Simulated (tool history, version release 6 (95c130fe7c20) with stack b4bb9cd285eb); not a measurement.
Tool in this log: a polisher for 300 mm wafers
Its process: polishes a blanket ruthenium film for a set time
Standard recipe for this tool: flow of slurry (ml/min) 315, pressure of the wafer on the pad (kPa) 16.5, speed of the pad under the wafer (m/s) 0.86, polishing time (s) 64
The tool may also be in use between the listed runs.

run	hour	flow of slurry (ml/min)	pressure of the wafer on the pad (kPa)	speed of the pad under the wafer (m/s)	polishing time (s)	wafers since the last listed run	wafers polished on this pad	hours since the slurry nozzle was cleaned	hours since the head pressure was calibrated	incoming thickness of the incoming film, nm	film removed (nm)
1	0	315	16.5	0.86	64	0	3113	620.2	747.7	248.7	73.3
# hour 21.5: slurry nozzle cleaned
# hour 66.2: worn pad replaced by a new one
2	104.2	315	16.5	0.86	64	993	380	82.7	851.9	254.1	75.6
3	144.1	315	16.5	0.86	64	399	780	122.6	891.8	248.3	76.3
4	192	315	16.5	0.86	64	479	1260	170.5	939.7	249.4	75.3
# hour 220: head pressure recalibrated
5	278.3	315	16.5	0.86	64	844	2104	256.8	58.3	251.3	76.3
6	334.2	315	16.5	0.86	64	559	2664	312.7	114.2	254.5	74.5
# hour 356.4: worn pad replaced by a new one
7	418.3	315	16.5	0.86	64	802	620	396.8	198.3	249.9	73.3
8	491.8	315	16.5	0.86	64	736	1356	470.3	271.8	248.5	73.9
9	592.6	315	16.5	0.86	64	1009	2365	571.1	372.6	250.7	72.8
10	639.8	315	16.5	0.86	64	472	2838	618.3	419.8	249.7	72.1
# hour 673: slurry nozzle cleaned
# hour 688.2: worn pad replaced by a new one
11	725.5	315	16.5	0.86	64	808	373	52.5	505.5	246.1	77
12	769.2	255	16.5	0.86	52	437	811	96.2	549.2	246.5	60
13	841.7	315	16.5	0.86	64	726	1537	168.7	621.7	252.8	75.6
# hour 1002.7: worn pad replaced by a new one
# hour 1144.2: head pressure recalibrated
14	1164.1	315	16.5	0.66	64	3168	1596	491.1	19.9	252	61.4
15	1202.8	315	16.5	0.86	64	387	1983	529.8	58.6	247.7	74.2
16	1257.7	255	16.5	0.98	64	549	2533	584.7	113.5	248.9	78.4

Estimate the outcome of run 17 from the log above:
# hour 1291.4: slurry nozzle cleaned
# hour 1303.6: worn pad replaced by a new one
17	1327.5	315	11.7	0.86	64	649	239	36.1	183.3	253.6	?

{"run 17": {"film removed (nm)": 54}}
Were there no unlogged condition in the tool, this run, its random variation unchanged, would have produced film removed (nm) 54.3.

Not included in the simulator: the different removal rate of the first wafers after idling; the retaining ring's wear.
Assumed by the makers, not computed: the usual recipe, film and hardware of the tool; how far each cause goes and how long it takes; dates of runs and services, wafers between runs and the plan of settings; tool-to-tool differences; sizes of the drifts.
